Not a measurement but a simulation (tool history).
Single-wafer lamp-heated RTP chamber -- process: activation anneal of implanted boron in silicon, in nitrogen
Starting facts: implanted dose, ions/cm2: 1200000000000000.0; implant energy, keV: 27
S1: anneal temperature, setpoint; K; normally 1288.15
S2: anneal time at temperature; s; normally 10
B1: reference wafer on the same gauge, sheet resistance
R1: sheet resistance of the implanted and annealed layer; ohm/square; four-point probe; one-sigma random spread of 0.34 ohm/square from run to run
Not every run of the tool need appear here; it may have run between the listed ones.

run   hour       S1  S2      B1      R1
  1      0  1288.15  10  122.01  103.84
       6.6  -- reflector plate cleaned
  2     31  1288.15  10  121.93  103.45
  3   76.4  1288.15  10  122.05  102.92
  4  143.5  1288.15  10  121.91   102.6
  5  179.2  1288.15   7  122.02  102.38
  6  233.9  1288.15   7     122     102
  7  272.9  1288.15   7  122.15  102.21
     290.9  -- pyrometer window cleaned and pyrometer calibrated
     359.1  -- reflector plate cleaned
  8    385  1288.15  10  121.95  101.95
     394.8  -- gauge calibrated
  9  446.5  1279.15  13  122.11  101.85
 10  478.8  1279.15  13  122.12  101.74
     518.7  -- pyrometer window cleaned and pyrometer calibrated, repeated, since the last time left the tool worse
 11  519.2  1301.15  13  122.09  101.11
 12  549.1  1260.15  12   121.9   112.1
     667.6  -- reflector plate cleaned
 13  702.4  1288.15  10  122.03  103.53
 14  773.4  1305.15   8  122.04  100.89
 15  809.1  1268.15   6  122.02   109.4
 16  939.2  1288.15  10  122.16   102.9

What was the tool's hidden state at every run in the log?
wafer temperature error from the tarnished reflector plate, K: 0 at every run
gauge reads high (%): 0 at every run
H1: true wafer temperature minus pyrometer reading, K
run     H1
  1   2.92
  2   3.43
  3    4.3
  4   5.83
  5   6.78
  6   8.39
  7   9.67
  8   14.2
  9   14.7
 10   15.1
 11  0.818
 12   0.85
 13   1.96
 14   3.02
 15   3.68
 16   6.82

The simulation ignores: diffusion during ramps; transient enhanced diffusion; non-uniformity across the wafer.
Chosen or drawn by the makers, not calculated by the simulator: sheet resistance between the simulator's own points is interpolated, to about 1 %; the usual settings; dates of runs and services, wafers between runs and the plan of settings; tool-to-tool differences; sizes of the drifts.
